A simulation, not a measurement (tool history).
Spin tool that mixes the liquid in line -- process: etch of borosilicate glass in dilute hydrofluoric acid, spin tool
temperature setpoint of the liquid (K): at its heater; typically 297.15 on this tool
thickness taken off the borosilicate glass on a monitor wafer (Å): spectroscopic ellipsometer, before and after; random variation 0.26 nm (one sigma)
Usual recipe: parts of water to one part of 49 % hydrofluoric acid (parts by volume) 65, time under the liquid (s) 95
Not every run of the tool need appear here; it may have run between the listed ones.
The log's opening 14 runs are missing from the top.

run,day,temperature setpoint of the liquid (K),parts of water to one part of 49 % hydrofluoric acid (parts by volume),time under the liquid (s),"read-back film thickness of the borosilicate glass reference wafer, read on the same gauge (nm)",thickness taken off the borosilicate glass on a monitor wafer (Å)
15,7.167,300.15,75,130,79.99,632.6
16,7.900,297.15,40,140,80.00,1172.4
17,8.242,299.65,85,50,79.99,207.2
18,8.958,301.65,65,95,80.01,577.3
19,9.362,294.15,65,95,80.03,420.8
20,10.033,293.65,90,55,79.99,168.6
21,10.417,297.15,65,95,80.00,486.6
# day 10.650: gauge calibrated
22,10.879,292.15,75,130,80.01,464.5
23,11.221,297.15,80,95,80.00,387.6
24,11.496,300.65,75,60,80.01,300.1
25,11.829,297.15,65,95,79.99,486.0
# day 12.204: hydrofluoric acid flow meter replaced
26,12.288,298.65,35,130,80.01,1252.2
27,12.621,297.15,65,55,80.03,259.3
28,13.271,293.15,75,40,80.00,136.4
29,13.896,297.15,40,125,80.01,986.7
30,14.246,301.15,45,115,80.01,943.7
31,14.712,297.15,65,80,80.00,376.9
32,15.388,297.15,65,95,80.01,447.2
33,16.042,297.15,45,125,79.98,875.5

Forecast run 34:
34,16.667,297.15,65,95,?,?

{"run 34": {"read-back film thickness of the borosilicate glass reference wafer, read on the same gauge (nm)": 80.03, "thickness taken off the borosilicate glass on a monitor wafer (Å)": 450.4}}
The same run, on a tool lacking any hidden state, would have yielded thickness taken off the borosilicate glass on a monitor wafer (Å) 427.1.
